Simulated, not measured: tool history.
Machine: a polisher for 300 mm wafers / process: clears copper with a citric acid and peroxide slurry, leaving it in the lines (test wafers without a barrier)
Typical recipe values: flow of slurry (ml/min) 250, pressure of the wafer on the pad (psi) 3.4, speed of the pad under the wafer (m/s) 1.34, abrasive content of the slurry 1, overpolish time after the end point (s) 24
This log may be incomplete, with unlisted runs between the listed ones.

run    hour  flow of slurry (ml/min)  pressure of the wafer on the pad (psi)  speed of the pad under the wafer (m/s)  abrasive content of the slurry  overpolish time after the end point (s)  wafers since the last listed run  wafers polished on this pad  hours since the slurry nozzle was cleaned  hours since the head pressure was calibrated  hours since the slurry blender was calibrated  incoming thickness of the incoming film, nm  time until the end point was called (s)  dishing of a wide line in a test structure (Å)
  1       0                      250                                     3.4                                    1.34                               1                                       24                                 0                         2176                                      133.8                                           591                                          591.6                                        389.5                                      101                                             476
         15  -- head pressure recalibrated
       33.6  -- slurry blender recalibrated, repeated, since the last time left the tool worse
  2    70.9                      180                                     3.4                                    1.34                               1                                       24                               398                         2575                                      204.7                                          55.9                                           37.3                                        388.7                                     93.6                                             503
  3   103.2                      225                                     3.4                                     0.9                             1.1                                       14                               192                         2767                                        237                                          88.2                                           69.6                                        383.9                                      127                                             253
  4   153.3                      250                                     3.4                                    1.34                               1                                       24                               298                         3065                                      287.1                                         138.3                                          119.7                                        385.8                                     86.1                                             516
      240.6  -- worn pad replaced by a new one
  5   345.1                      250                                     3.4                                    1.34                               1                                       24                              1118                          622                                      478.9                                         330.1                                          311.5                                        389.4                                     89.1                                             525
      521.1  -- slurry nozzle cleaned
  6   547.6                      250                                     3.4                                    1.34                               1                                       24                              1200                         1823                                       26.5                                         532.6                                            514                                        391.8                                     90.8                                             504
      561.1  -- head pressure recalibrated
  7   604.7                      250                                     3.4                                    1.34                            1.15                                       24                               328                         2151                                       83.6                                          43.6                                          571.1                                        392.5                                     88.5                                             513
      660.5  -- slurry blender recalibrated
  8   695.5                      325                                     3.4                                    0.96                            0.85                                       16                               529                         2680                                      174.4                                         134.4                                             35                                        385.9                                    124.7                                             292
  9   757.6                      250                                     3.4                                    1.34                               1                                       13                               369                         3050                                      236.5                                         196.5                                           97.1                                        389.1                                     89.7                                             322
 10   797.2                      225                                     4.4                                    1.34                            1.15                                       13                               235                         3286                                      276.1                                         236.1                                          136.7                                        396.6                                     68.1                                             410
 11   843.7                      250                                     3.4                                    1.44                               1                                       24                               277                         3563                                      322.6                                         282.6                                          183.2                                        387.2                                     83.4                                             547
      886.6  -- worn pad replaced by a new one
 12   887.1                      250                                     3.7                                    1.34                               1                                       24                               234                            3                                        366                                           326                                          226.6                                        392.5                                     82.8                                             545
 13   938.8                      250                                     3.4                                    1.46                               1                                       24                               308                          311                                      417.7                                         377.7                                          278.3                                          390                                     84.6                                             556
 14   975.6                      250                                     3.4                                    1.34                               1                                       24                               219                          530                                      454.5                                         414.5                                          315.1                                        385.7                                     87.9                                             513
 15  1021.8                      250                                     3.4                                    1.58                               1                                       24                               275                          805                                      500.7                                         460.7                                          361.3                                        390.8                                     74.1                                             575
     1104.6  -- head pressure recalibrated
 16  1136.6                      315                                     2.9                                    1.34                               1                                       24                               672                         1477                                      615.5                                            32                                          476.1                                        385.4                                    103.4                                             455
 17  1196.3                      300                                     3.7                                       1                             0.8                                       24                               355                         1833                                      675.2                                          91.7                                          535.8                                        392.1                                    119.4                                             435
     1232.8  -- slurry nozzle cleaned
 18  1260.7                      310                                     3.4                                    1.34                               1                                       36                               377                         2211                                       27.9                                         156.1                                          600.2                                        389.8                                     87.2                                             665
 19    1304                      250                                     3.4                                     1.7                               1                                       24                               257                         2469                                       71.2                                         199.4                                          643.5                                        391.5                                     72.7                                             587
       1357  -- slurry blender recalibrated
 20  1366.8                      250                                     2.6                                    0.88                             0.7                                       24                               362                         2831                                        134                                         262.2                                            9.8                                        385.1                                    187.7                                             283
 21  1476.6                      250                                     3.4                                    1.34                               1                                       24                               654                         3485                                      243.8                                           372                                          119.6                                        392.7                                     89.6                                             512
     1524.9  -- worn pad replaced by a new one
 22  1545.5                      250                                     3.4                                    1.34                             1.3                                       24                               386                          122                                      312.7                                         440.9                                          188.5                                        390.9                                     83.9                                             539
 23  1617.4                      250                                     3.4                                    1.34                               1                                       24                               428                          550                                      384.6                                         512.8                                          260.4                                        392.3                                     87.3                                             515
 24  1646.2                      290                                     4.3                                     1.5                               1                                       24                               171                          722                                      413.4                                         541.6                                          289.2                                        394.8                                     64.3                                             660
     1704.3  -- head pressure recalibrated
     1759.5  -- slurry nozzle cleaned
 25  1837.2                      225                                     3.4                                     1.6                            1.15                                       28                              1120                         1842                                       77.7                                         132.9                                          480.2                                        384.7                                     70.8                                             641
 26  1883.9                      250                                     3.4                                    1.44                               1                                       24                               278                         2120                                      124.4                                         179.6                                          526.9                                        388.1                                     84.4                                             523
 27  1925.7                      195                                     3.4                                    1.34                               1                                       20                               249                         2369                                      166.2                                         221.4                                          568.7                                        389.2                                     93.9                                             435

5 options for the next run, each taken on its own from the tool as it stands now. Forecast them:
  A  1926.2                      250                                     3.4                                    1.06                               1                                       24                                 2                         2372                                      166.7                                         221.9                                          569.2                                        387.2                                        ?                                               ?
  B  1926.2                      250                                     3.4                                    1.34                            0.75                                       24                                 2                         2372                                      166.7                                         221.9                                          569.2                                        387.2                                        ?                                               ?
  C  1926.2                      250                                     3.4                                    0.96                             0.7                                       24                                 2                         2372                                      166.7                                         221.9                                          569.2                                        387.2                                        ?                                               ?
  D  1926.2                      250                                     2.8                                    1.34                               1                                       24                                 2                         2372                                      166.7                                         221.9                                          569.2                                        387.2                                        ?                                               ?
  E  1926.2                      250                                     2.5                                    1.34                               1                                       24                                 2                         2372                                      166.7                                         221.9                                          569.2                                        387.2                                        ?                                               ?

run  time until the end point was called (s)  dishing of a wide line in a test structure (Å)
  A                                    116.1                                             428
  B                                       98                                             485
  C                                    137.9                                             374
  D                                    111.6                                             435
  E                                    124.7                                             397
Without the tool's unlogged condition, the same runs would have read:
run  time until the end point was called (s)  dishing of a wide line in a test structure (Å)
  A                                    112.1                                             439
  B                                     94.8                                             497
  C                                    133.4                                             384
  D                                    107.7                                             446
  E                                    120.4                                             407
